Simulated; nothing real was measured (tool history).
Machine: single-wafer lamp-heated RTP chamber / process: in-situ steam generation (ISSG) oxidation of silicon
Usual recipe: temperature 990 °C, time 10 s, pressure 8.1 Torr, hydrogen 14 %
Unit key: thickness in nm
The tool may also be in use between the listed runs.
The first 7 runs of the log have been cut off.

run     day  temperature  time  pressure  hydrogen  read-back reference wafer on the same gauge, thickness  thickness
  8  17.283          990    10       7.4        11                                                   3.452      3.075
  9  18.367         1002     9       8.1        14                                                   3.453      3.244
 10  20.804          990    14       7.3        11                                                   3.446      3.616
 11  22.746          978    12       6.9        11                                                   3.445      3.197
 12  25.333          990    10       8.1        14                                                   3.456      3.285
     25.812  -- gauge calibrated
 13  28.112         1005    10       8.1        11                                                   3.450      3.295
 14  29.125          990    10       8.1        22                                                   3.445      3.730
 15  31.358         1002     9       8.1        14                                                   3.449      3.340
 16  33.212          990    10       8.1        14                                                   3.455      3.375
 17  34.292          990    10       8.1        14                                                   3.447      3.415
     34.712  -- pyrometer window cleaned and pyrometer calibrated
 18  36.633          990    10       8.1        14                                                   3.444      3.292
 19  39.458          990    10       8.1        14                                                   3.452      3.275
 20  40.950          972    10       8.1        14                                                   3.449      3.129
 21  43.104          982    13       9.0        24                                                   3.449      4.036
 22  44.721          990    10       8.1        14                                                   3.452      3.315
 23  47.133          990    10       7.6        14                                                   3.448      3.302
 24  49.188          990    10       8.1        14                                                   3.448      3.287
 25  50.204          990    13       8.1        14                                                   3.451      3.729
 26  53.183          990     6       8.1        14                                                   3.450      2.688
     55.012  -- pyrometer window cleaned and pyrometer calibrated
 27  55.996          990    10       8.1        14                                                   3.449      3.269
 28  57.021          984     9       8.7        14                                                   3.455      3.074
 29  59.225          990    10       8.1        14                                                   3.449      3.271
 30  60.279          996    10       7.0        11                                                   3.450      3.117
 31  62.283          990    10       8.7        14                                                   3.444      3.260

Branching from run 31: 4 alternative next runs. What would each branch give?
  A  62.304          990    10       7.2        14                                                       ?          ?
  B  62.304         1000    10       8.1        14                                                       ?          ?
  C  62.304          981    13       8.1        17                                                       ?          ?
  D  62.304          990    12       8.1        14                                                       ?          ?

run  read-back reference wafer on the same gauge, thickness  thickness
  A                                                   3.445      3.232
  B                                                   3.445      3.352
  C                                                   3.445      3.694
  D                                                   3.445      3.512
Without the tool's hidden state the same runs would have given:
run  thickness
  A      3.220
  B      3.338
  C      3.679
  D      3.497
